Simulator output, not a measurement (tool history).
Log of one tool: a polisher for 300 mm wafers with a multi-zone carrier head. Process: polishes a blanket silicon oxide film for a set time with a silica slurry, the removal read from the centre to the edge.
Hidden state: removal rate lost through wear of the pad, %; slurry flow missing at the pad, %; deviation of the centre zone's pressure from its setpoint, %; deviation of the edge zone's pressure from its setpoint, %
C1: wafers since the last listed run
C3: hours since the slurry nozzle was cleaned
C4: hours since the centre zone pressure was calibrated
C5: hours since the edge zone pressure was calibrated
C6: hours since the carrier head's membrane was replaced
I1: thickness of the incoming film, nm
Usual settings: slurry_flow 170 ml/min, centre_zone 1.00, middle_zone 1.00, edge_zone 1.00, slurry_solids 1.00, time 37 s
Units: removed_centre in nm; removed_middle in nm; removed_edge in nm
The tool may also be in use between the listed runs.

{"run": 1, "hour": 0.0, "slurry_flow": 170, "centre_zone": 1.0, "middle_zone": 1.0, "edge_zone": 1.0, "slurry_solids": 0.85, "time": 32, "C1": 0, "wafers polished on this pad": 384, "C3": 159.7, "C4": 425.5, "C5": 88.0, "C6": 1243.4, "I1": 926.9, "removed_centre": 82.6, "removed_middle": 73.3, "removed_edge": 75.8}
{"run": 2, "hour": 14.8, "slurry_flow": 170, "centre_zone": 1.0, "middle_zone": 1.0, "edge_zone": 1.0, "slurry_solids": 1.0, "time": 37, "C1": 107, "wafers polished on this pad": 492, "C3": 174.5, "C4": 440.3, "C5": 102.8, "C6": 1258.2, "I1": 911.7, "removed_centre": 103.1, "removed_middle": 91.7, "removed_edge": 95.3}
{"hour": 19.7, "done": "centre zone pressure recalibrated"}
{"run": 3, "hour": 28.4, "slurry_flow": 225, "centre_zone": 1.0, "middle_zone": 1.0, "edge_zone": 1.1, "slurry_solids": 1.0, "time": 44, "C1": 84, "wafers polished on this pad": 576, "C3": 188.1, "C4": 8.7, "C5": 116.4, "C6": 1271.8, "I1": 918.3, "removed_centre": 112.3, "removed_middle": 113.2, "removed_edge": 121.6}
{"run": 4, "hour": 44.4, "slurry_flow": 170, "centre_zone": 0.95, "middle_zone": 1.0, "edge_zone": 1.0, "slurry_solids": 1.0, "time": 37, "C1": 116, "wafers polished on this pad": 693, "C3": 204.1, "C4": 24.7, "C5": 132.4, "C6": 1287.8, "I1": 914.6, "removed_centre": 87.1, "removed_middle": 92.1, "removed_edge": 94.2}
{"run": 5, "hour": 60.7, "slurry_flow": 195, "centre_zone": 1.0, "middle_zone": 1.0, "edge_zone": 1.04, "slurry_solids": 1.0, "time": 37, "C1": 118, "wafers polished on this pad": 812, "C3": 220.4, "C4": 41.0, "C5": 148.7, "C6": 1304.1, "I1": 913.4, "removed_centre": 93.2, "removed_middle": 93.3, "removed_edge": 95.9}
{"run": 6, "hour": 73.6, "slurry_flow": 220, "centre_zone": 1.04, "middle_zone": 1.0, "edge_zone": 0.89, "slurry_solids": 1.0, "time": 37, "C1": 94, "wafers polished on this pad": 906, "C3": 233.3, "C4": 53.9, "C5": 161.6, "C6": 1317.0, "I1": 924.9, "removed_centre": 99.2, "removed_middle": 94.9, "removed_edge": 90.1}
{"hour": 76.0, "done": "slurry nozzle cleaned"}
{"run": 7, "hour": 82.0, "slurry_flow": 170, "centre_zone": 1.0, "middle_zone": 1.0, "edge_zone": 1.0, "slurry_solids": 1.0, "time": 37, "C1": 53, "wafers polished on this pad": 960, "C3": 6.0, "C4": 62.3, "C5": 170.0, "C6": 1325.4, "I1": 922.4, "removed_centre": 92.7, "removed_middle": 92.1, "removed_edge": 93.4}
{"run": 8, "hour": 93.0, "slurry_flow": 135, "centre_zone": 1.0, "middle_zone": 1.0, "edge_zone": 0.95, "slurry_solids": 1.0, "time": 37, "C1": 80, "wafers polished on this pad": 1040, "C3": 17.0, "C4": 73.3, "C5": 181.0, "C6": 1336.4, "I1": 914.8, "removed_centre": 89.9, "removed_middle": 89.0, "removed_edge": 89.4}
{"run": 9, "hour": 101.6, "slurry_flow": 170, "centre_zone": 1.0, "middle_zone": 1.0, "edge_zone": 1.0, "slurry_solids": 1.0, "time": 37, "C1": 62, "wafers polished on this pad": 1103, "C3": 25.6, "C4": 81.9, "C5": 189.6, "C6": 1345.0, "I1": 933.7, "removed_centre": 91.0, "removed_middle": 92.2, "removed_edge": 94.8}
{"run": 10, "hour": 112.1, "slurry_flow": 115, "centre_zone": 1.0, "middle_zone": 0.93, "edge_zone": 0.92, "slurry_solids": 1.0, "time": 44, "C1": 76, "wafers polished on this pad": 1179, "C3": 36.1, "C4": 92.4, "C5": 200.1, "C6": 1355.5, "I1": 930.8, "removed_centre": 102.5, "removed_middle": 97.5, "removed_edge": 102.1}
{"run": 11, "hour": 119.5, "slurry_flow": 170, "centre_zone": 1.06, "middle_zone": 1.0, "edge_zone": 1.0, "slurry_solids": 1.0, "time": 37, "C1": 53, "wafers polished on this pad": 1233, "C3": 43.5, "C4": 99.8, "C5": 207.5, "C6": 1362.9, "I1": 910.5, "removed_centre": 98.5, "removed_middle": 91.1, "removed_edge": 95.8}
{"hour": 128.1, "done": "worn pad replaced by a new one, of another model than before"}
{"hour": 134.1, "done": "carrier head's membrane replaced by a new one"}
{"run": 12, "hour": 134.6, "slurry_flow": 150, "centre_zone": 1.0, "middle_zone": 1.0, "edge_zone": 0.92, "slurry_solids": 1.0, "time": 37, "C1": 44, "wafers polished on this pad": 10, "C3": 58.6, "C4": 114.9, "C5": 222.6, "C6": 0.5, "I1": 919.4, "removed_centre": 90.4, "removed_middle": 88.8, "removed_edge": 90.2}
{"run": 13, "hour": 139.2, "slurry_flow": 205, "centre_zone": 1.0, "middle_zone": 1.0, "edge_zone": 1.0, "slurry_solids": 1.25, "time": 37, "C1": 33, "wafers polished on this pad": 44, "C3": 63.2, "C4": 119.5, "C5": 227.2, "C6": 5.1, "I1": 930.1, "removed_centre": 104.9, "removed_middle": 102.2, "removed_edge": 106.4}
{"run": 14, "hour": 155.6, "slurry_flow": 170, "centre_zone": 1.0, "middle_zone": 1.0, "edge_zone": 1.0, "slurry_solids": 1.0, "time": 37, "C1": 119, "wafers polished on this pad": 163, "C3": 79.6, "C4": 135.9, "C5": 243.6, "C6": 21.5, "I1": 916.2, "removed_centre": 94.6, "removed_middle": 92.2, "removed_edge": 94.9}
{"run": 15, "hour": 167.4, "slurry_flow": 135, "centre_zone": 1.0, "middle_zone": 1.0, "edge_zone": 1.0, "slurry_solids": 1.0, "time": 46, "C1": 86, "wafers polished on this pad": 249, "C3": 91.4, "C4": 147.7, "C5": 255.4, "C6": 33.3, "I1": 924.8, "removed_centre": 111.2, "removed_middle": 108.7, "removed_edge": 112.8}
{"run": 16, "hour": 178.2, "slurry_flow": 170, "centre_zone": 1.0, "middle_zone": 1.0, "edge_zone": 1.0, "slurry_solids": 1.0, "time": 37, "C1": 78, "wafers polished on this pad": 328, "C3": 102.2, "C4": 158.5, "C5": 266.2, "C6": 44.1, "I1": 928.1, "removed_centre": 93.7, "removed_middle": 91.2, "removed_edge": 95.6}
{"run": 17, "hour": 219.3, "slurry_flow": 140, "centre_zone": 1.0, "middle_zone": 0.94, "edge_zone": 1.0, "slurry_solids": 1.0, "time": 37, "C1": 299, "wafers polished on this pad": 628, "C3": 143.3, "C4": 199.6, "C5": 307.3, "C6": 85.2, "I1": 930.3, "removed_centre": 91.7, "removed_middle": 84.5, "removed_edge": 91.0}
{"run": 18, "hour": 228.6, "slurry_flow": 170, "centre_zone": 1.0, "middle_zone": 1.0, "edge_zone": 1.0, "slurry_solids": 1.15, "time": 37, "C1": 67, "wafers polished on this pad": 696, "C3": 152.6, "C4": 208.9, "C5": 316.6, "C6": 94.5, "I1": 930.5, "removed_centre": 101.0, "removed_middle": 97.8, "removed_edge": 99.9}
{"run": 19, "hour": 235.2, "slurry_flow": 120, "centre_zone": 1.0, "middle_zone": 1.0, "edge_zone": 1.0, "slurry_solids": 1.1, "time": 37, "C1": 48, "wafers polished on this pad": 744, "C3": 159.2, "C4": 215.5, "C5": 323.2, "C6": 101.1, "I1": 918.8, "removed_centre": 91.6, "removed_middle": 87.9, "removed_edge": 93.1}
{"run": 20, "hour": 252.1, "slurry_flow": 170, "centre_zone": 1.0, "middle_zone": 1.0, "edge_zone": 1.0, "slurry_solids": 0.9, "time": 33, "C1": 123, "wafers polished on this pad": 867, "C3": 176.1, "C4": 232.4, "C5": 340.1, "C6": 118.0, "I1": 923.6, "removed_centre": 82.4, "removed_middle": 78.6, "removed_edge": 79.9}
{"run": 21, "hour": 259.3, "slurry_flow": 170, "centre_zone": 0.88, "middle_zone": 1.0, "edge_zone": 1.0, "slurry_solids": 1.0, "time": 46, "C1": 52, "wafers polished on this pad": 920, "C3": 183.3, "C4": 239.6, "C5": 347.3, "C6": 125.2, "I1": 928.9, "removed_centre": 105.7, "removed_middle": 115.2, "removed_edge": 115.9}
{"run": 22, "hour": 267.2, "slurry_flow": 150, "centre_zone": 1.0, "middle_zone": 0.88, "edge_zone": 1.0, "slurry_solids": 1.0, "time": 37, "C1": 57, "wafers polished on this pad": 977, "C3": 191.2, "C4": 247.5, "C5": 355.2, "C6": 133.1, "I1": 922.5, "removed_centre": 93.7, "removed_middle": 81.0, "removed_edge": 91.9}

Forecast each of these 4 alternatives for the next run:
{"run": "A", "hour": 267.6, "slurry_flow": 170, "centre_zone": 1.0, "middle_zone": 1.0, "edge_zone": 1.0, "slurry_solids": 1.0, "time": 37, "C1": 2, "wafers polished on this pad": 980, "C3": 191.6, "C4": 247.9, "C5": 355.6, "C6": 133.5, "I1": 943.2, "removed_centre": "?", "removed_middle": "?", "removed_edge": "?"}
{"run": "B", "hour": 267.6, "slurry_flow": 170, "centre_zone": 1.0, "middle_zone": 1.0, "edge_zone": 1.0, "slurry_solids": 0.8, "time": 30, "C1": 2, "wafers polished on this pad": 980, "C3": 191.6, "C4": 247.9, "C5": 355.6, "C6": 133.5, "I1": 943.2, "removed_centre": "?", "removed_middle": "?", "removed_edge": "?"}
{"run": "C", "hour": 267.6, "slurry_flow": 170, "centre_zone": 0.89, "middle_zone": 1.0, "edge_zone": 0.92, "slurry_solids": 1.0, "time": 24, "C1": 2, "wafers polished on this pad": 980, "C3": 191.6, "C4": 247.9, "C5": 355.6, "C6": 133.5, "I1": 943.2, "removed_centre": "?", "removed_middle": "?", "removed_edge": "?"}
{"run": "D", "hour": 267.6, "slurry_flow": 185, "centre_zone": 1.0, "middle_zone": 0.91, "edge_zone": 1.0, "slurry_solids": 1.0, "time": 37, "C1": 2, "wafers polished on this pad": 980, "C3": 191.6, "C4": 247.9, "C5": 355.6, "C6": 133.5, "I1": 943.2, "removed_centre": "?", "removed_middle": "?", "removed_edge": "?"}

run=A removed_centre=96.5 removed_middle=91.6 removed_edge=91.7
run=B removed_centre=70.9 removed_middle=67.3 removed_edge=67.4
run=C removed_centre=55.7 removed_middle=59.5 removed_edge=57.2
run=D removed_centre=98.0 removed_middle=86.6 removed_edge=92.8
Without the tool's hidden state the same runs would have given:
run=A removed_centre=91.7 removed_middle=91.6 removed_edge=91.7
run=B removed_centre=67.4 removed_middle=67.3 removed_edge=67.4
run=C removed_centre=52.9 removed_middle=59.5 removed_edge=57.2
run=D removed_centre=93.2 removed_middle=86.6 removed_edge=92.8
